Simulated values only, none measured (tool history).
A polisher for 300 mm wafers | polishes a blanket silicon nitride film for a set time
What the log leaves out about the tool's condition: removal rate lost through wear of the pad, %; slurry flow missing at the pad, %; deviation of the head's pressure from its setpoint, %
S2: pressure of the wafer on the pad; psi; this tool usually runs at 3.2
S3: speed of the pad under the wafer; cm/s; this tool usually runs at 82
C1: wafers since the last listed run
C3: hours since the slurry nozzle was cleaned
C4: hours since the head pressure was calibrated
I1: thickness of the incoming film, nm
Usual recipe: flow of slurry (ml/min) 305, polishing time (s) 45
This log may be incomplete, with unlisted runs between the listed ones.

run 1 day=0 | flow_of_slurry_(ml/min)=305 S2=3.2 S3=82 polishing_time_(s)=45 | C1=0 wafers_polished_on_this_pad=894 C3=215.2 C4=754 | I1=367.1 | film_removed_(angstrom)=575
run 2 day=2.833 | flow_of_slurry_(ml/min)=305 S2=2.5 S3=82 polishing_time_(s)=45 | C1=770 wafers_polished_on_this_pad=1665 C3=283.2 C4=822 | I1=365 | film_removed_(angstrom)=452
-- day=3.417 worn pad replaced by a new one
run 3 day=4.121 | flow_of_slurry_(ml/min)=305 S2=2.5 S3=82 polishing_time_(s)=45 | C1=304 wafers_polished_on_this_pad=191 C3=314.1 C4=852.9 | I1=370.5 | film_removed_(angstrom)=453
run 4 day=4.867 | flow_of_slurry_(ml/min)=305 S2=2.5 S3=82 polishing_time_(s)=45 | C1=202 wafers_polished_on_this_pad=394 C3=332 C4=870.8 | I1=373.8 | film_removed_(angstrom)=445
run 5 day=5.812 | flow_of_slurry_(ml/min)=305 S2=3.2 S3=82 polishing_time_(s)=53 | C1=257 wafers_polished_on_this_pad=651 C3=354.7 C4=893.5 | I1=375.2 | film_removed_(angstrom)=676
run 6 day=6.529 | flow_of_slurry_(ml/min)=305 S2=3.2 S3=82 polishing_time_(s)=53 | C1=194 wafers_polished_on_this_pad=846 C3=371.9 C4=910.7 | I1=365.2 | film_removed_(angstrom)=674
run 7 day=7.075 | flow_of_slurry_(ml/min)=305 S2=3.2 S3=82 polishing_time_(s)=53 | C1=148 wafers_polished_on_this_pad=995 C3=385 C4=923.8 | I1=370 | film_removed_(angstrom)=668
run 8 day=8.204 | flow_of_slurry_(ml/min)=305 S2=4 S3=82 polishing_time_(s)=45 | C1=307 wafers_polished_on_this_pad=1302 C3=412.1 C4=950.9 | I1=374.6 | film_removed_(angstrom)=717
run 9 day=9.696 | flow_of_slurry_(ml/min)=305 S2=4 S3=82 polishing_time_(s)=45 | C1=405 wafers_polished_on_this_pad=1708 C3=447.9 C4=986.7 | I1=363.8 | film_removed_(angstrom)=722
-- day=10.812 worn pad replaced by a new one
-- day=10.888 slurry nozzle cleaned
run 10 day=11.65 | flow_of_slurry_(ml/min)=305 S2=4 S3=82 polishing_time_(s)=45 | C1=474 wafers_polished_on_this_pad=216 C3=18.3 C4=1033.6 | I1=366.1 | film_removed_(angstrom)=727
run 11 day=13.833 | flow_of_slurry_(ml/min)=305 S2=3.2 S3=82 polishing_time_(s)=45 | C1=594 wafers_polished_on_this_pad=810 C3=70.7 C4=1086 | I1=369.1 | film_removed_(angstrom)=583
run 12 day=14.371 | flow_of_slurry_(ml/min)=305 S2=3.2 S3=82 polishing_time_(s)=45 | C1=146 wafers_polished_on_this_pad=956 C3=83.6 C4=1098.9 | I1=373.5 | film_removed_(angstrom)=585
run 13 day=15.7 | flow_of_slurry_(ml/min)=305 S2=3.2 S3=82 polishing_time_(s)=45 | C1=361 wafers_polished_on_this_pad=1318 C3=115.5 C4=1130.8 | I1=367.8 | film_removed_(angstrom)=579
run 14 day=17.171 | flow_of_slurry_(ml/min)=305 S2=3.2 S3=82 polishing_time_(s)=45 | C1=400 wafers_polished_on_this_pad=1718 C3=150.8 C4=1166.1 | I1=371.8 | film_removed_(angstrom)=578
-- day=17.7 worn pad replaced by a new one
run 15 day=18.425 | flow_of_slurry_(ml/min)=305 S2=3.2 S3=82 polishing_time_(s)=45 | C1=295 wafers_polished_on_this_pad=197 C3=180.9 C4=1196.2 | I1=363.2 | film_removed_(angstrom)=579
run 16 day=19.475 | flow_of_slurry_(ml/min)=305 S2=3.2 S3=82 polishing_time_(s)=45 | C1=285 wafers_polished_on_this_pad=483 C3=206.1 C4=1221.4 | I1=372.2 | film_removed_(angstrom)=579
run 17 day=20.825 | flow_of_slurry_(ml/min)=305 S2=3.2 S3=82 polishing_time_(s)=45 | C1=367 wafers_polished_on_this_pad=850 C3=238.5 C4=1253.8 | I1=376.8 | film_removed_(angstrom)=579
-- day=20.925 head pressure recalibrated
run 18 day=22.175 | flow_of_slurry_(ml/min)=340 S2=4.2 S3=64 polishing_time_(s)=31 | C1=344 wafers_polished_on_this_pad=1195 C3=270.9 C4=30 | I1=372.8 | film_removed_(angstrom)=435
run 19 day=22.738 | flow_of_slurry_(ml/min)=305 S2=3.2 S3=62 polishing_time_(s)=33 | C1=153 wafers_polished_on_this_pad=1348 C3=284.4 C4=43.5 | I1=374.7 | film_removed_(angstrom)=334
-- day=23.625 worn pad replaced by a new one
run 20 day=23.812 | flow_of_slurry_(ml/min)=305 S2=3.2 S3=82 polishing_time_(s)=45 | C1=247 wafers_polished_on_this_pad=51 C3=310.2 C4=69.3 | I1=371.4 | film_removed_(angstrom)=584
run 21 day=25.3 | flow_of_slurry_(ml/min)=305 S2=3.6 S3=82 polishing_time_(s)=45 | C1=404 wafers_polished_on_this_pad=456 C3=345.9 C4=105 | I1=368 | film_removed_(angstrom)=649
run 22 day=25.883 | flow_of_slurry_(ml/min)=305 S2=4 S3=82 polishing_time_(s)=45 | C1=158 wafers_polished_on_this_pad=614 C3=359.9 C4=119 | I1=369.3 | film_removed_(angstrom)=717
run 23 day=26.4 | flow_of_slurry_(ml/min)=350 S2=4.2 S3=82 polishing_time_(s)=52 | C1=140 wafers_polished_on_this_pad=755 C3=372.3 C4=131.4 | I1=367.7 | film_removed_(angstrom)=889
run 24 day=27.35 | flow_of_slurry_(ml/min)=385 S2=3.2 S3=82 polishing_time_(s)=45 | C1=258 wafers_polished_on_this_pad=1013 C3=395.1 C4=154.2 | I1=372.4 | film_removed_(angstrom)=581
run 25 day=28.046 | flow_of_slurry_(ml/min)=230 S2=3.2 S3=100 polishing_time_(s)=45 | C1=189 wafers_polished_on_this_pad=1203 C3=411.8 C4=170.9 | I1=369.3 | film_removed_(angstrom)=663
-- day=28.917 slurry nozzle cleaned
run 26 day=29.146 | flow_of_slurry_(ml/min)=305 S2=3.2 S3=82 polishing_time_(s)=45 | C1=287 wafers_polished_on_this_pad=1491 C3=5.5 C4=197.3 | I1=367.2 | film_removed_(angstrom)=591
run 27 day=30.158 | flow_of_slurry_(ml/min)=305 S2=3.2 S3=106 polishing_time_(s)=45 | C1=275 wafers_polished_on_this_pad=1766 C3=29.8 C4=221.6 | I1=368.4 | film_removed_(angstrom)=727
-- day=31.083 worn pad replaced by a new one
run 28 day=31.179 | flow_of_slurry_(ml/min)=305 S2=3.2 S3=56 polishing_time_(s)=45 | C1=232 wafers_polished_on_this_pad=25 C3=54.3 C4=246.1 | I1=367.4 | film_removed_(angstrom)=436
run 29 day=31.808 | flow_of_slurry_(ml/min)=345 S2=3.2 S3=82 polishing_time_(s)=39 | C1=171 wafers_polished_on_this_pad=196 C3=69.4 C4=261.2 | I1=374 | film_removed_(angstrom)=516
run 30 day=32.671 | flow_of_slurry_(ml/min)=305 S2=4.1 S3=82 polishing_time_(s)=40 | C1=234 wafers_polished_on_this_pad=431 C3=90.1 C4=281.9 | I1=369.2 | film_removed_(angstrom)=663

Pick out some run-to-run changes in film removed (angstrom). Of each, how much would a tool without hidden state show as well, from the settings, what came in and chance, and how much is left for the hidden state and any gauge scatter not in both results compared?
Run 9 -> 10: worn pad replaced by a new one, slurry nozzle cleaned. film removed (angstrom) +5: hidden state +19, all else -14.
Run 19 -> 20: S3 62 -> 82, polishing time (s) 33 -> 45, worn pad replaced by a new one. film removed (angstrom) +250: hidden state -7, all else +257.
Run 23 -> 24: flow of slurry (ml/min) 350 -> 385, S2 4.2 -> 3.2, polishing time (s) 52 -> 45. film removed (angstrom) -308: hidden state +8, all else -316.
Run 25 -> 26: flow of slurry (ml/min) 230 -> 305, S3 100 -> 82, slurry nozzle cleaned. film removed (angstrom) -72: hidden state +21, all else -93.
Run 27 -> 28: S3 106 -> 56, worn pad replaced by a new one. film removed (angstrom) -291: hidden state +1, all else -292.
